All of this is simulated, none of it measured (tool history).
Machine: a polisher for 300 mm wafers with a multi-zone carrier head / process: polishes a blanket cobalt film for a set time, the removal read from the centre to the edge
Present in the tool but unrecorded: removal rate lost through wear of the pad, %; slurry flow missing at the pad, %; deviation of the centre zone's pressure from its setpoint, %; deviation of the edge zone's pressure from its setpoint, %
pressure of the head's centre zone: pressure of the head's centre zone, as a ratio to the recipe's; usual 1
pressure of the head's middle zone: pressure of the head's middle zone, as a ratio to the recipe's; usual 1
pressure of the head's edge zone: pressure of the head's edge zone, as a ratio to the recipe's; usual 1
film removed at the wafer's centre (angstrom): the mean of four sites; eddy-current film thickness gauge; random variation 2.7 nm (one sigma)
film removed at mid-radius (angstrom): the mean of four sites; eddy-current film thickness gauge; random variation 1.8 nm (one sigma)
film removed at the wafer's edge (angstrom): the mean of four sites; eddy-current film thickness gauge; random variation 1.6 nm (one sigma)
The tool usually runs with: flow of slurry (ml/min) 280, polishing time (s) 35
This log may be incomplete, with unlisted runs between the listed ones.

run	hour	flow of slurry (ml/min)	pressure of the head's centre zone	pressure of the head's middle zone	pressure of the head's edge zone	polishing time (s)	wafers since the last listed run	wafers polished on this pad	hours since the slurry nozzle was cleaned	hours since the centre zone pressure was calibrated	hours since the edge zone pressure was calibrated	hours since the carrier head's membrane was replaced	incoming thickness of the incoming film, nm	film removed at the wafer's centre (angstrom)	film removed at mid-radius (angstrom)	film removed at the wafer's edge (angstrom)
1	0	205	1	1	1.08	35	0	1957	354.7	803.6	139.1	1307.2	1545.8	1705	1735	1815
2	37.4	280	0.96	1	1	35	406	2363	392.1	841	176.5	1344.6	1508.3	1749	1822	1783
3	86.8	365	1	1.11	1	47	536	2900	441.5	890.4	225.9	1394	1526.6	2380	2654	2388
4	147.2	280	1	0.97	1	35	656	3556	501.9	950.8	286.3	1454.4	1548.3	1805	1707	1742
# hour 160.9: carrier head's membrane replaced by a new one
# hour 171.9: centre zone pressure recalibrated
5	191.7	280	1	1	1	35	407	3964	546.4	19.8	330.8	30.8	1523.9	1733	1758	1740
6	250.2	280	1	1	1	35	635	4599	604.9	78.3	389.3	89.3	1526.2	1754	1769	1738
7	325.7	325	1	0.93	1	42	820	5420	680.4	153.8	464.8	164.8	1542.4	2139	1976	2059
# hour 349.7: slurry nozzle cleaned
# hour 351.9: worn pad replaced by a new one
8	393.9	280	1	0.9	1.12	35	706	456	44.2	222	533	233	1542.7	1838	1669	1924
9	419.7	245	0.94	0.9	1	35	280	736	70	247.8	558.8	258.8	1518.1	1693	1633	1776
10	450	280	1	1	1.05	35	329	1065	100.3	278.1	589.1	289.1	1528.7	1825	1866	1859
11	513.3	370	1	0.95	0.93	35	687	1753	163.6	341.4	652.4	352.4	1522.3	1853	1751	1773
12	582.1	280	1	1	1	35	747	2501	232.4	410.2	721.2	421.2	1533.8	1788	1788	1755
13	617	280	1	0.89	1	31	379	2880	267.3	445.1	756.1	456.1	1545.7	1573	1410	1539
14	676.2	355	1	0.92	1.06	35	643	3523	326.5	504.3	815.3	515.3	1522.6	1799	1678	1824

For run 15, what comes out?
15	865.2	240	1	1	0.96	35	2053	5577	515.5	693.3	1004.3	704.3	1516.5	?	?	?

{"run 15": {"film removed at the wafer's centre (angstrom)": 1663, "film removed at mid-radius (angstrom)": 1714, "film removed at the wafer's edge (angstrom)": 1653}}
On a tool with no hidden condition, and with the same random variation, this run would have come out at film removed at the wafer's centre (angstrom) 1805, film removed at mid-radius (angstrom) 1860, film removed at the wafer's edge (angstrom) 1794.

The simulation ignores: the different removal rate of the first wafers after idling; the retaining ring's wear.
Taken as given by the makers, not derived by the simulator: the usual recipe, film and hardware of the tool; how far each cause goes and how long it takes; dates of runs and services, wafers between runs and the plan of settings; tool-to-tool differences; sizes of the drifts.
